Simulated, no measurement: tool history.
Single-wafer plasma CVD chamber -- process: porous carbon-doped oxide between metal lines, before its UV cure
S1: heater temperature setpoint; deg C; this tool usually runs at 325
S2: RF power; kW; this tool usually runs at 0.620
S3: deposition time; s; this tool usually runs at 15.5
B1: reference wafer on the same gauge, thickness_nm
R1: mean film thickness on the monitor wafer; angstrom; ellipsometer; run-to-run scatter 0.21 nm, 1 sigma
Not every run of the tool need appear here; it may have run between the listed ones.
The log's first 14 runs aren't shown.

{"run": 15, "hour": 978.9, "S1": 315, "S2": 0.62, "S3": 15.5, "B1": 95.907, "R1": 954.44}
{"hour": 1065.0, "done": "showerhead replaced"}
{"run": 16, "hour": 1065.5, "S1": 325, "S2": 0.62, "S3": 15.5, "B1": 95.842, "R1": 906.37}
{"run": 17, "hour": 1165.8, "S1": 318, "S2": 0.62, "S3": 17.8, "B1": 95.937, "R1": 1081.55}
{"hour": 1215.1, "done": "thermocouple changed; heater temperature recalibrated"}
{"run": 18, "hour": 1251.6, "S1": 318, "S2": 0.62, "S3": 13.0, "B1": 95.879, "R1": 795.72}
{"run": 19, "hour": 1354.0, "S1": 325, "S2": 0.5, "S3": 13.2, "B1": 95.852, "R1": 655.43}
{"run": 20, "hour": 1434.2, "S1": 333, "S2": 0.62, "S3": 15.5, "B1": 95.93, "R1": 874.53}
{"run": 21, "hour": 1539.8, "S1": 319, "S2": 0.535, "S3": 13.0, "B1": 95.886, "R1": 702.37}
{"run": 22, "hour": 1619.6, "S1": 314, "S2": 0.545, "S3": 13.1, "B1": 95.928, "R1": 740.68}
{"run": 23, "hour": 1666.6, "S1": 325, "S2": 0.62, "S3": 18.5, "B1": 95.866, "R1": 1082.74}
{"run": 24, "hour": 1756.3, "S1": 334, "S2": 0.675, "S3": 15.5, "B1": 95.879, "R1": 931.06}
{"run": 25, "hour": 1823.5, "S1": 336, "S2": 0.5, "S3": 16.4, "B1": 95.987, "R1": 766.05}
{"run": 26, "hour": 1878.4, "S1": 325, "S2": 0.62, "S3": 15.5, "B1": 95.871, "R1": 907.72}
{"run": 27, "hour": 1922.4, "S1": 311, "S2": 0.66, "S3": 16.7, "B1": 95.861, "R1": 1106.28}
{"hour": 1992.9, "done": "RF generator calibrated"}
{"run": 28, "hour": 2022.2, "S1": 325, "S2": 0.62, "S3": 15.5, "B1": 95.844, "R1": 907.86}
{"run": 29, "hour": 2123.2, "S1": 332, "S2": 0.62, "S3": 13.4, "B1": 95.943, "R1": 765.09}
{"run": 30, "hour": 2196.1, "S1": 313, "S2": 0.72, "S3": 12.8, "B1": 95.924, "R1": 901.39}
{"run": 31, "hour": 2284.5, "S1": 338, "S2": 0.525, "S3": 15.5, "B1": 95.918, "R1": 750.34}
{"run": 32, "hour": 2382.9, "S1": 325, "S2": 0.51, "S3": 15.5, "B1": 95.932, "R1": 774.44}
{"run": 33, "hour": 2455.9, "S1": 317, "S2": 0.62, "S3": 15.5, "B1": 95.978, "R1": 946.87}
{"run": 34, "hour": 2497.1, "S1": 330, "S2": 0.62, "S3": 13.6, "B1": 95.901, "R1": 782.69}

Branching from run 34: 4 alternative next runs. What would each branch give?
{"run": "A", "hour": 2497.5, "S1": 325, "S2": 0.58, "S3": 15.5, "B1": "?", "R1": "?"}
{"run": "B", "hour": 2497.5, "S1": 335, "S2": 0.585, "S3": 12.9, "B1": "?", "R1": "?"}
{"run": "C", "hour": 2497.5, "S1": 325, "S2": 0.56, "S3": 18.0, "B1": "?", "R1": "?"}
{"run": "D", "hour": 2497.5, "S1": 338, "S2": 0.545, "S3": 13.4, "B1": "?", "R1": "?"}

run=A B1=95.965 R1=862.47
run=B B1=95.965 R1=693.33
run=C B1=95.965 R1=968.77
run=D B1=95.965 R1=670.14
With the hidden condition removed and each run's random variation left untouched, the same runs would have given:
run=A R1=862.47
run=B R1=693.33
run=C R1=968.77
run=D R1=670.14

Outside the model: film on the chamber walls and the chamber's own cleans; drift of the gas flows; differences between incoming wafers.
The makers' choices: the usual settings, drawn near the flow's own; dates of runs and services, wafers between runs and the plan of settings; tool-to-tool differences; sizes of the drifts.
